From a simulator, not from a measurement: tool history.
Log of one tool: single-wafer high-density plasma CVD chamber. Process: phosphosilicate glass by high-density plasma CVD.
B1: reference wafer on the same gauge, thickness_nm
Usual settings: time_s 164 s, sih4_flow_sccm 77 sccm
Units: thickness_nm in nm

run 1 hour=0 | time_s=164 sih4_flow_sccm=77 | B1=1499.556 | thickness_nm=1360.12
run 2 hour=23.8 | time_s=164 sih4_flow_sccm=77 | B1=1500.644 | thickness_nm=1362.027
run 3 hour=44.7 | time_s=164 sih4_flow_sccm=77 | B1=1499.364 | thickness_nm=1366.031
run 4 hour=69.1 | time_s=164 sih4_flow_sccm=85 | B1=1500.21 | thickness_nm=1507.753
run 5 hour=93.5 | time_s=164 sih4_flow_sccm=85 | B1=1499.782 | thickness_nm=1503.401
run 6 hour=119.9 | time_s=164 sih4_flow_sccm=85 | B1=1500.209 | thickness_nm=1510.371
run 7 hour=135.5 | time_s=164 sih4_flow_sccm=77 | B1=1499.597 | thickness_nm=1362.022
run 8 hour=168.2 | time_s=164 sih4_flow_sccm=77 | B1=1501.167 | thickness_nm=1360.416
-- hour=178.4 gauge calibrated
run 9 hour=197 | time_s=164 sih4_flow_sccm=77 | B1=1500.651 | thickness_nm=1363.36
-- hour=210.7 silane flow controller replaced
run 10 hour=223.3 | time_s=134 sih4_flow_sccm=85 | B1=1498.471 | thickness_nm=1157.184
run 11 hour=242.1 | time_s=164 sih4_flow_sccm=77 | B1=1501.48 | thickness_nm=1281.014
run 12 hour=262.9 | time_s=131 sih4_flow_sccm=69 | B1=1499.541 | thickness_nm=918.348
run 13 hour=289.5 | time_s=164 sih4_flow_sccm=89 | B1=1499.855 | thickness_nm=1481.868
run 14 hour=322.9 | time_s=164 sih4_flow_sccm=65 | B1=1499.982 | thickness_nm=1090.624
run 15 hour=358.2 | time_s=164 sih4_flow_sccm=77 | B1=1498.497 | thickness_nm=1284.005
run 16 hour=370.7 | time_s=196 sih4_flow_sccm=66 | B1=1499.367 | thickness_nm=1315.137
run 17 hour=461.1 | time_s=190 sih4_flow_sccm=77 | B1=1500.137 | thickness_nm=1494.292
run 18 hour=478.8 | time_s=164 sih4_flow_sccm=71 | B1=1500.089 | thickness_nm=1186.073
run 19 hour=576.3 | time_s=164 sih4_flow_sccm=77 | B1=1499.871 | thickness_nm=1289.768

Forecast each of these 3 alternatives for the next run:
run A hour=576.7 | time_s=188 sih4_flow_sccm=77 | B1=? | thickness_nm=?
run B hour=576.7 | time_s=173 sih4_flow_sccm=64 | B1=? | thickness_nm=?
run C hour=576.7 | time_s=164 sih4_flow_sccm=90 | B1=? | thickness_nm=?

run=A B1=1498.715 thickness_nm=1477.066
run=B B1=1498.715 thickness_nm=1129.737
run=C B1=1498.715 thickness_nm=1506.044
Without the tool's hidden state the same runs would have given:
run=A thickness_nm=1483.384
run=B thickness_nm=1134.57
run=C thickness_nm=1512.486

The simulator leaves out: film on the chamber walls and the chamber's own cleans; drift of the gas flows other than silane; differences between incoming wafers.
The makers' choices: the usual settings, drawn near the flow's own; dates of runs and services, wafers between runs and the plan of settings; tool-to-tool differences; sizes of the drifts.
